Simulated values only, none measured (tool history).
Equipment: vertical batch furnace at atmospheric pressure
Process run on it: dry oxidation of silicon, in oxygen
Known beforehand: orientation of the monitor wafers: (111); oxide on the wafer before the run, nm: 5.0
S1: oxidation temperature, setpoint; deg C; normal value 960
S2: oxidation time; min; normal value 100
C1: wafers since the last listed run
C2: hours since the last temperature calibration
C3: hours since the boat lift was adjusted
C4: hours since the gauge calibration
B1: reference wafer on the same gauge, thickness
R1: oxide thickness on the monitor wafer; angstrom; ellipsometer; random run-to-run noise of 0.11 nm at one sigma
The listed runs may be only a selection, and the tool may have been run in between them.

run   hour   S1     S2   C1      C2      C3     C4     B1      R1
  1      0  960    100    0  3686.7  5010.7  544.4  57.35   737.5
  2     19  960    100  124  3705.7  5029.7  563.4  57.38   738.3
  3   36.2  960    100  112  3722.9  5046.9  580.6  57.42   735.6
  4   50.2  949  132.5   91  3736.9  5060.9  594.6   57.4   814.5
  5   70.1  949  132.5  130  3756.8  5080.8  614.5  57.37   813.1
  6   81.6  949  132.5   75  3768.3  5092.3    626  57.43   817.3
  7  105.9  979  137.5  158  3792.6  5116.6  650.3   57.4  1039.2
  8    131  960    100  164  3817.7  5141.7  675.4  57.42   737.7
  9  156.4  979    100  166  3843.1  5167.1  700.8  57.42   849.8
 10  169.7  960    100   87  3856.4  5180.4  714.1  57.39   738.4
 11  188.9  960    100  125  3875.6  5199.6  733.3  57.42     740
 12  210.8  960    100  143  3897.5  5221.5  755.2   57.4   736.1
 13  226.5  960    100  102  3913.2  5237.2  770.9  57.42   737.7
 14  248.8  942    124  145  3935.5  5259.5  793.2  57.39   739.6
 15  266.7  942    124  117  3953.4  5277.4  811.1   57.4   740.7
     304.1  -- boat lift adjusted
 16  304.6  942    124   90  3991.3     0.5    849   57.4   738.6
 17  310.7  960    100   39  3997.4     6.6  855.1  57.41   738.6
     311.6  -- gauge calibrated
 18  321.6  960    100   71  4008.3    17.5     10  57.41   737.4
 19  330.6  978  144.5   58  4017.3    26.5     19  57.41  1066.9
 20  339.6  971  120.5   58  4026.3    35.5     28  57.43   903.2
 21  365.1  960    127  166  4051.8      61   53.5   57.4   863.4
       405  -- thermocouples replaced and temperature profile calibrated
 22    415  982     66  169      10   110.9  103.4  57.41   671.2
 23  431.8  960    100  109    26.8   127.7  120.2  57.44   749.6
 24  441.1  953   80.5   60    36.1     137  129.5  57.37   615.3
 25  456.6  968    100  101    51.6   152.5    145  57.42   798.6
 26  477.5  970  144.5  136    72.5   173.4  165.9  57.42  1026.6
 27  497.5  979  137.5  130    92.5   193.4  185.9  57.37  1058.2
 28  512.7  951    146   99   107.7   208.6  201.1  57.42   897.8
 29  526.5  977     65   90   121.5   222.4  214.9  57.37   642.6
 30  548.4  943    133  143   143.4   244.3  236.8  57.41     795
     580.3  -- thermocouples replaced and temperature profile calibrated, repeated, since the last time left the tool worse
 31  580.8  980    114   54     0.5   276.7  269.2  57.39   907.1
 32    587  960    100   40     6.7   282.9  275.4   57.4   715.3
 33  609.5  949  132.5  147    29.2   305.4  297.9  57.43   791.4
 34  631.2  960     64  141    50.9   327.1  319.6   57.4   534.9
 35  648.3  960    100  111      68   344.2  336.7  57.38   715.4
 36  673.2  960    100  162    92.9   369.1  361.6  57.41   715.8
 37  743.4  942    124  459   163.1   439.3  431.8  57.44   718.3

Entry by entry between the runs, the difference in hidden state between the last listed run before and the first listed run after:
Runs 15 to 16: boat lift adjusted (hour 304.1)
  true tube temperature minus thermocouple reading, K: 4.18 -> 4.22
  measured minus no-state result, R1: +24.1 -> +24.2 angstrom
Runs 17 to 18: gauge calibrated (hour 311.6)
  true tube temperature minus thermocouple reading, K: 4.23 -> 4.24
  measured minus no-state result, R1: +23.5 -> +23.6 angstrom
Runs 21 to 22: thermocouples replaced and temperature profile calibrated (hour 405)
  true tube temperature minus thermocouple reading, K: 4.28 -> 6.34
  measured minus no-state result, R1: +27.4 -> +29.9 angstrom
Runs 30 to 31: thermocouples replaced and temperature profile calibrated, repeated, since the last time left the tool worse (hour 580.3)
  true tube temperature minus thermocouple reading, K: 6.47 -> 0.266
  measured minus no-state result, R1: +39.4 -> +1.7 angstrom
